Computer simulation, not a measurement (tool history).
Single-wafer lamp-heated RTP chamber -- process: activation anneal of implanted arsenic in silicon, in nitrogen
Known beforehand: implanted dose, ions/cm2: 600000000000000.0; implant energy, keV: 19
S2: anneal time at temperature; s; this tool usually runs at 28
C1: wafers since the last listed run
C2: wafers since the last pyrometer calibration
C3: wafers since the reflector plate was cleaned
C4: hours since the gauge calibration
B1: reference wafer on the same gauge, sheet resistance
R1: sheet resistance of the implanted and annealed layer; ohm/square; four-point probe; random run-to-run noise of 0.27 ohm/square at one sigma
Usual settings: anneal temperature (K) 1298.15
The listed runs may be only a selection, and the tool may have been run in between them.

{"run": 1, "hour": 0.0, "anneal temperature (K)": 1298.15, "S2": 28, "C1": 0, "C2": 4054, "C3": 5091, "C4": 35.1, "B1": 205.02, "R1": 179.93}
{"run": 2, "hour": 17.5, "anneal temperature (K)": 1298.15, "S2": 28, "C1": 203, "C2": 4257, "C3": 5294, "C4": 52.6, "B1": 204.97, "R1": 179.75}
{"run": 3, "hour": 24.8, "anneal temperature (K)": 1298.15, "S2": 28, "C1": 84, "C2": 4342, "C3": 5379, "C4": 59.9, "B1": 204.94, "R1": 179.42}
{"run": 4, "hour": 41.8, "anneal temperature (K)": 1298.15, "S2": 28, "C1": 197, "C2": 4540, "C3": 5577, "C4": 76.9, "B1": 205, "R1": 179.64}
{"run": 5, "hour": 58.9, "anneal temperature (K)": 1298.15, "S2": 28, "C1": 198, "C2": 4739, "C3": 5776, "C4": 94, "B1": 204.96, "R1": 179.45}
{"run": 6, "hour": 67.3, "anneal temperature (K)": 1298.15, "S2": 28, "C1": 97, "C2": 4836, "C3": 5873, "C4": 102.4, "B1": 204.95, "R1": 179.66}
{"run": 7, "hour": 76.4, "anneal temperature (K)": 1298.15, "S2": 28, "C1": 105, "C2": 4942, "C3": 5979, "C4": 111.5, "B1": 204.98, "R1": 179.62}
{"run": 8, "hour": 89.2, "anneal temperature (K)": 1298.15, "S2": 40, "C1": 148, "C2": 5091, "C3": 6128, "C4": 124.3, "B1": 205.05, "R1": 176.07}
{"run": 9, "hour": 101.9, "anneal temperature (K)": 1298.15, "S2": 40, "C1": 147, "C2": 5239, "C3": 6276, "C4": 137, "B1": 204.96, "R1": 176.08}
{"run": 10, "hour": 113.2, "anneal temperature (K)": 1291.15, "S2": 28, "C1": 131, "C2": 5370, "C3": 6407, "C4": 148.3, "B1": 204.98, "R1": 180.44}
{"run": 11, "hour": 129.5, "anneal temperature (K)": 1298.15, "S2": 28, "C1": 189, "C2": 5560, "C3": 6597, "C4": 164.6, "B1": 204.9, "R1": 178.99}
{"hour": 134.8, "done": "gauge calibrated"}
{"run": 12, "hour": 135.8, "anneal temperature (K)": 1321.15, "S2": 18, "C1": 73, "C2": 5633, "C3": 6670, "C4": 1, "B1": 205.1, "R1": 178.75}
{"run": 13, "hour": 152.0, "anneal temperature (K)": 1298.15, "S2": 40, "C1": 188, "C2": 5821, "C3": 6858, "C4": 17.2, "B1": 205.04, "R1": 176.2}
{"run": 14, "hour": 166.9, "anneal temperature (K)": 1298.15, "S2": 23, "C1": 173, "C2": 5995, "C3": 7032, "C4": 32.1, "B1": 204.93, "R1": 181.69}
{"hour": 184.7, "done": "reflector plate cleaned"}
{"hour": 215.7, "done": "pyrometer window cleaned and pyrometer calibrated"}
{"run": 15, "hour": 216.2, "anneal temperature (K)": 1280.15, "S2": 35, "C1": 387, "C2": 5, "C3": 273, "C4": 81.4, "B1": 205.01, "R1": 183.53}
{"run": 16, "hour": 222.6, "anneal temperature (K)": 1298.15, "S2": 23, "C1": 74, "C2": 79, "C3": 347, "C4": 87.8, "B1": 204.9, "R1": 184.25}
{"run": 17, "hour": 231.6, "anneal temperature (K)": 1285.15, "S2": 37, "C1": 104, "C2": 184, "C3": 452, "C4": 96.8, "B1": 204.94, "R1": 182.57}
{"run": 18, "hour": 245.2, "anneal temperature (K)": 1298.15, "S2": 23, "C1": 158, "C2": 342, "C3": 610, "C4": 110.4, "B1": 204.96, "R1": 184.03}
{"run": 19, "hour": 259.8, "anneal temperature (K)": 1275.15, "S2": 33, "C1": 169, "C2": 512, "C3": 780, "C4": 125, "B1": 204.97, "R1": 185.31}
{"run": 20, "hour": 268.8, "anneal temperature (K)": 1281.15, "S2": 43, "C1": 104, "C2": 617, "C3": 884, "C4": 134, "B1": 204.98, "R1": 181.61}
{"run": 21, "hour": 281.7, "anneal temperature (K)": 1298.15, "S2": 28, "C1": 150, "C2": 767, "C3": 1034, "C4": 146.9, "B1": 205.01, "R1": 181.66}
{"run": 22, "hour": 294.2, "anneal temperature (K)": 1306.15, "S2": 21, "C1": 145, "C2": 912, "C3": 1180, "C4": 159.4, "B1": 205.03, "R1": 182.96}
{"run": 23, "hour": 311.6, "anneal temperature (K)": 1281.15, "S2": 21, "C1": 202, "C2": 1115, "C3": 1382, "C4": 176.8, "B1": 204.92, "R1": 187.39}

3 options for the next run, each taken on its own from the tool as it stands now. Forecast them:
{"run": "A", "hour": 312.0, "anneal temperature (K)": 1298.15, "S2": 28, "C1": 4, "C2": 1119, "C3": 1387, "C4": 177.2, "B1": "?", "R1": "?"}
{"run": "B", "hour": 312.0, "anneal temperature (K)": 1320.15, "S2": 24, "C1": 4, "C2": 1119, "C3": 1387, "C4": 177.2, "B1": "?", "R1": "?"}
{"run": "C", "hour": 312.0, "anneal temperature (K)": 1298.15, "S2": 16, "C1": 4, "C2": 1119, "C3": 1387, "C4": 177.2, "B1": "?", "R1": "?"}

run=A B1=205 R1=181.82
run=B B1=205 R1=178.56
run=C B1=205 R1=186.65
Stripped of hidden state, with their random variation kept, the same runs would have yielded:
run=A R1=182.77
run=B R1=179.53
run=C R1=187.48
